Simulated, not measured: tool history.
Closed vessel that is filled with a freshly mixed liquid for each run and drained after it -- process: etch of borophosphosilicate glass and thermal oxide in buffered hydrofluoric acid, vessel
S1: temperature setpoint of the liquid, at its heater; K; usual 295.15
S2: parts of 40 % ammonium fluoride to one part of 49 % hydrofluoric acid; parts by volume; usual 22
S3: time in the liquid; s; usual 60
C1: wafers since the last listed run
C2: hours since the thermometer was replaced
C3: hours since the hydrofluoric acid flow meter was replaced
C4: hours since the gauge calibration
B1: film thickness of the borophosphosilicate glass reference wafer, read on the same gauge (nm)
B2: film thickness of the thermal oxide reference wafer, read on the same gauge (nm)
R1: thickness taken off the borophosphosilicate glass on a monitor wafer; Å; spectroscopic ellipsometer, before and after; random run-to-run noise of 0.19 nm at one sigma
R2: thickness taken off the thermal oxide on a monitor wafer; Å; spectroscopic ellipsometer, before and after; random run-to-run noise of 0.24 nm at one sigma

run 1 hour=0 | S1=295.15 S2=22 S3=60 | C1=0 C2=9.6 C3=2215.7 C4=336.3 | B1=129.07 B2=129.09 | R1=515.4 R2=297.9
run 2 hour=29.9 | S1=295.15 S2=22 S3=60 | C1=2073 C2=39.5 C3=2245.6 C4=366.2 | B1=128.84 B2=128.86 | R1=512.9 R2=299.1
run 3 hour=50.8 | S1=298.15 S2=24 S3=60 | C1=1449 C2=60.4 C3=2266.5 C4=387.1 | B1=128.72 B2=128.7 | R1=572.3 R2=329.8
run 4 hour=83.6 | S1=298.15 S2=24 S3=60 | C1=2274 C2=93.2 C3=2299.3 C4=419.9 | B1=128.47 B2=128.49 | R1=568.4 R2=328.8
-- hour=105.2 hydrofluoric acid flow meter replaced
run 5 hour=105.6 | S1=298.15 S2=24 S3=60 | C1=1456 C2=115.2 C3=0.4 C4=441.9 | B1=128.25 B2=128.27 | R1=565.5 R2=330.3
run 6 hour=138.5 | S1=295.15 S2=22 S3=60 | C1=2281 C2=148.1 C3=33.3 C4=474.8 | B1=127.98 B2=127.99 | R1=512.6 R2=294.1
run 7 hour=173 | S1=297.65 S2=22 S3=60 | C1=2392 C2=182.6 C3=67.8 C4=509.3 | B1=127.62 B2=127.56 | R1=587.3 R2=340.6
run 8 hour=195.3 | S1=291.65 S2=17 S3=75 | C1=1546 C2=204.9 C3=90.1 C4=531.6 | B1=127.41 B2=127.35 | R1=655.1 R2=379.8
run 9 hour=213.7 | S1=290.65 S2=22 S3=60 | C1=1275 C2=223.3 C3=108.5 C4=550 | B1=127.21 B2=127.19 | R1=394 R2=227.4
run 10 hour=227.6 | S1=295.15 S2=22 S3=60 | C1=963 C2=237.2 C3=122.4 C4=563.9 | B1=127.05 B2=127.03 | R1=508.6 R2=291.1
run 11 hour=261.3 | S1=299.15 S2=16.5 S3=90 | C1=2336 C2=270.9 C3=156.1 C4=597.6 | B1=126.66 B2=126.64 | R1=1225.2 R2=699
-- hour=273 gauge calibrated
run 12 hour=281.5 | S1=295.15 S2=22 S3=60 | C1=1400 C2=291.1 C3=176.3 C4=8.5 | B1=129.64 B2=129.63 | R1=519.4 R2=298.6
run 13 hour=298.3 | S1=292.15 S2=30 S3=60 | C1=1164 C2=307.9 C3=193.1 C4=25.3 | B1=129.63 B2=129.65 | R1=354.4 R2=204.4
run 14 hour=323.6 | S1=295.15 S2=16 S3=60 | C1=1754 C2=333.2 C3=218.4 C4=50.6 | B1=129.63 B2=129.61 | R1=685.5 R2=400
run 15 hour=344.4 | S1=291.65 S2=28.5 S3=80 | C1=1442 C2=354 C3=239.2 C4=71.4 | B1=129.6 B2=129.59 | R1=475.1 R2=272.3
run 16 hour=372.5 | S1=290.65 S2=22 S3=60 | C1=1948 C2=382.1 C3=267.3 C4=99.5 | B1=129.56 B2=129.55 | R1=402.1 R2=230.6
run 17 hour=408.1 | S1=298.15 S2=24 S3=60 | C1=2468 C2=417.7 C3=302.9 C4=135.1 | B1=129.47 B2=129.5 | R1=574.3 R2=333.2
run 18 hour=434.8 | S1=290.65 S2=13.5 S3=90 | C1=1851 C2=444.4 C3=329.6 C4=161.8 | B1=129.39 B2=129.37 | R1=952.6 R2=549.5

The next listed run, before its measurement:
run 19 hour=449.7 | S1=298.15 S2=29 S3=60 | C1=1033 C2=459.3 C3=344.5 C4=176.7 | B1=? B2=? | R1=? R2=?

B1: 129.37
B2: 129.35
R1: 501.4 Å
R2: 292.7 Å
On a tool with no hidden condition, and with the same random variation, this run would have come out at R1 503.9 Å, R2 294.2 Å.
